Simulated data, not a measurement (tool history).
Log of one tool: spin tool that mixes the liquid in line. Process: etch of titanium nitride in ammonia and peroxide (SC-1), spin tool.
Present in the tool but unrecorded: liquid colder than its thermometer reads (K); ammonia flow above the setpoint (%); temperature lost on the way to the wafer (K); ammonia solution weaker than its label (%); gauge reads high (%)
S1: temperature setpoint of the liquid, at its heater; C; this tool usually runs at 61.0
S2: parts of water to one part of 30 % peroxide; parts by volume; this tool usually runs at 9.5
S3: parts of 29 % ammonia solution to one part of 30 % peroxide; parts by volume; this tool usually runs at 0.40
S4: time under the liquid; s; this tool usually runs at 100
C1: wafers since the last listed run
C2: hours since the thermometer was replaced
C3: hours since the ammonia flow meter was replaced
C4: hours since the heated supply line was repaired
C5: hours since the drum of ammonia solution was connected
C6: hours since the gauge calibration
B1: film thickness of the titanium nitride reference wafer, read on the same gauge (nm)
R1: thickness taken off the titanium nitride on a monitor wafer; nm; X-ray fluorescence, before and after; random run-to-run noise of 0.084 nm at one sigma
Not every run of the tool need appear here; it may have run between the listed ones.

| run | day | S1 | S2 | S3 | S4 | C1 | C2 | C3 | C4 | C5 | C6 | B1 | R1 |
|---|---|---|---|---|---|---|---|---|---|---|---|---|---|
| 1 | 0.000 | 61.0 | 9.5 | 0.40 | 100 | 0 | 1741.1 | 131.8 | 430.5 | 249.5 | 556.8 | 140.01 | 12.66 |
| 2 | 2.733 | 61.0 | 9.5 | 0.40 | 100 | 549 | 1806.7 | 197.4 | 496.1 | 315.1 | 622.4 | 140.01 | 12.50 |
| 3 | 5.054 | 61.0 | 9.5 | 0.40 | 100 | 466 | 1862.4 | 253.1 | 551.8 | 370.8 | 678.1 | 140.00 | 12.65 |
| 4 | 7.004 | 61.0 | 9.5 | 0.40 | 100 | 392 | 1909.2 | 299.9 | 598.6 | 417.6 | 724.9 | 139.98 | 12.70 |
| 5 | 8.750 | 61.0 | 9.5 | 0.40 | 100 | 351 | 1951.1 | 341.8 | 640.5 | 459.5 | 766.8 | 140.00 | 12.65 |
| 6 | 10.008 | 61.0 | 9.5 | 0.40 | 100 | 253 | 1981.3 | 372.0 | 670.7 | 489.7 | 797.0 | 139.99 | 12.58 |
|  | 10.942 | gauge calibrated |
| 7 | 11.554 | 61.0 | 9.5 | 0.40 | 100 | 310 | 2018.4 | 409.1 | 707.8 | 526.8 | 14.7 | 139.99 | 12.55 |
| 8 | 12.612 | 61.0 | 5.5 | 0.40 | 100 | 212 | 2043.8 | 434.5 | 733.2 | 552.2 | 40.1 | 140.02 | 16.42 |
|  | 14.608 | ammonia flow meter replaced |
| 9 | 14.908 | 61.0 | 5.5 | 0.40 | 100 | 453 | 2098.9 | 7.2 | 788.3 | 607.3 | 95.2 | 140.01 | 16.42 |
| 10 | 16.588 | 61.0 | 9.5 | 0.40 | 100 | 337 | 2139.2 | 47.5 | 828.6 | 647.6 | 135.5 | 139.99 | 12.49 |
|  | 17.896 | new drum of ammonia solution connected |
| 11 | 18.121 | 61.0 | 7.0 | 0.35 | 100 | 299 | 2176.0 | 84.3 | 865.4 | 5.4 | 172.3 | 140.02 | 14.19 |
|  | 19.225 | thermometer replaced |
| 12 | 20.325 | 51.0 | 12.0 | 0.40 | 70 | 434 | 26.4 | 137.2 | 918.3 | 58.3 | 225.2 | 140.00 | 3.66 |
| 13 | 22.679 | 56.5 | 9.5 | 0.50 | 100 | 473 | 82.9 | 193.7 | 974.8 | 114.8 | 281.7 | 140.01 | 8.89 |
| 14 | 25.421 | 65.5 | 9.5 | 0.25 | 125 | 551 | 148.7 | 259.5 | 1040.6 | 180.6 | 347.5 | 139.99 | 18.05 |
|  | 27.000 | heated supply line repaired |
| 15 | 27.250 | 61.0 | 11.5 | 0.40 | 100 | 359 | 192.6 | 303.4 | 6.0 | 224.5 | 391.4 | 139.99 | 10.47 |
|  | 28.029 | thermometer replaced, repeated, since the last time left the tool worse |
| 16 | 29.025 | 61.0 | 9.5 | 0.40 | 100 | 348 | 23.9 | 346.0 | 48.6 | 267.1 | 434.0 | 139.99 | 13.79 |
| 17 | 30.258 | 56.5 | 11.0 | 0.55 | 130 | 247 | 53.5 | 375.6 | 78.2 | 296.7 | 463.6 | 139.99 | 12.92 |
| 18 | 32.862 | 68.5 | 9.5 | 0.50 | 75 | 523 | 116.0 | 438.1 | 140.7 | 359.2 | 526.1 | 140.02 | 17.24 |
|  | 33.046 | ammonia flow meter replaced |
| 19 | 35.392 | 56.5 | 7.5 | 0.40 | 100 | 500 | 176.7 | 56.3 | 201.4 | 419.9 | 586.8 | 140.00 | 11.59 |

3 options for the next run, each taken on its own from the tool as it stands now. Forecast them:
| A | 35.408 | 61.0 | 12.0 | 0.40 | 100 | 3 | 177.1 | 56.7 | 201.8 | 420.3 | 587.2 | ? | ? |
| B | 35.408 | 66.0 | 9.5 | 0.60 | 150 | 3 | 177.1 | 56.7 | 201.8 | 420.3 | 587.2 | ? | ? |
| C | 35.408 | 61.0 | 9.5 | 0.25 | 100 | 3 | 177.1 | 56.7 | 201.8 | 420.3 | 587.2 | ? | ? |

| run | B1 | R1 |
|---|---|---|
| A | 140.00 | 12.01 |
| B | 140.00 | 30.17 |
| C | 140.00 | 12.48 |
With no hidden state in the tool, these same runs would have given:
| run | R1 |
|---|---|
| A | 12.13 |
| B | 30.46 |
| C | 12.60 |
